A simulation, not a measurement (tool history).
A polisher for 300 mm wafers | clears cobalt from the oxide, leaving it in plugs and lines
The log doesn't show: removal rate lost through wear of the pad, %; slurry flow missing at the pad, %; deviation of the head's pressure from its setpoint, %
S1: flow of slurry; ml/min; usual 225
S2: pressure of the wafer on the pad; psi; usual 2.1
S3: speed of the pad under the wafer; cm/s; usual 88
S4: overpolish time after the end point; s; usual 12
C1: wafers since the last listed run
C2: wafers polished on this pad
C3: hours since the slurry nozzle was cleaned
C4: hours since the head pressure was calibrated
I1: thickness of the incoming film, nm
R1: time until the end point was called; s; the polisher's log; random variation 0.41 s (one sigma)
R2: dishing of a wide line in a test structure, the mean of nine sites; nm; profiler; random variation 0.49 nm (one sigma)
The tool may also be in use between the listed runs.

run   hour   S1   S2   S3  S4   C1   C2     C3     C4     I1    R1    R2
  1      0  225  2.1  106  12    0  492  765.5  131.4  147.8  25.4  48.7
      16.6  -- worn pad replaced by a new one
  2   17.1  225  2.1   88  12  103    3  782.6  148.5  151.1  30.8    43
  3   25.3  225  2.1   88  12   64   68  790.8  156.7  149.6  29.8  43.4
  4   41.8  225  2.1   88  12  130  199  807.3  173.2    150  30.3  42.9
  5     52  225  2.1   88  12   80  279  817.5  183.4  151.6  29.8  44.1
  6   87.1  225  2.1   88  17  277  557  852.6  218.5  150.3  29.6  53.2
     101.9  -- worn pad replaced by a new one, of another model than before
  7  125.9  225  2.1   88  17  275  189  891.4  257.3  152.2  29.9  52.9
     127.1  -- slurry nozzle cleaned
  8  136.9  225  2.1   88  17   79  268    9.8  268.3  150.4  28.7  53.1
  9  144.9  300  1.9   88  18   63  332   17.8  276.3  150.8  29.5  53.8
     154.1  -- head pressure recalibrated
 10  154.5  300  1.9   88  18   60  392   27.4    0.4  147.9  30.8  53.8
 11  167.1  165  2.6   88  12   99  491     40     13  148.5  27.8    46
 12  184.4  225  1.7  108  16  136  628   57.3   30.3  148.4  31.8  49.7
     190.9  -- worn pad replaced by a new one
 13  191.4  225  2.1   88  12   23    4   64.3   37.3    150  29.3  42.8
 14  202.2  225  2.1   74  12   85   89   75.1   48.1    152  32.2    42
 15  218.5  195  2.1   88  12  128  218   91.4   64.4  149.9  30.6  41.6
 16    229  175  2.7   64  10   82  301  101.9   74.9  148.1  30.4  38.5

3 ways to go on from here, each from the tool as it stands after run 16. What would each give?
  A  229.4  225  2.1  88  12   3  304  102.3  75.3  148.4   ?   ?
  B  229.4  225  1.6  88  12   3  304  102.3  75.3  148.4   ?   ?
  C  229.4  225  1.9  66  12   3  304  102.3  75.3  148.4   ?   ?

run    R1    R2
  A    29  43.7
  B  35.3  38.7
  C  35.6  38.5
Without the tool's hidden state the same runs would have given:
run    R1    R2
  A  29.6  43.2
  B  35.9  38.2
  C  36.3    38

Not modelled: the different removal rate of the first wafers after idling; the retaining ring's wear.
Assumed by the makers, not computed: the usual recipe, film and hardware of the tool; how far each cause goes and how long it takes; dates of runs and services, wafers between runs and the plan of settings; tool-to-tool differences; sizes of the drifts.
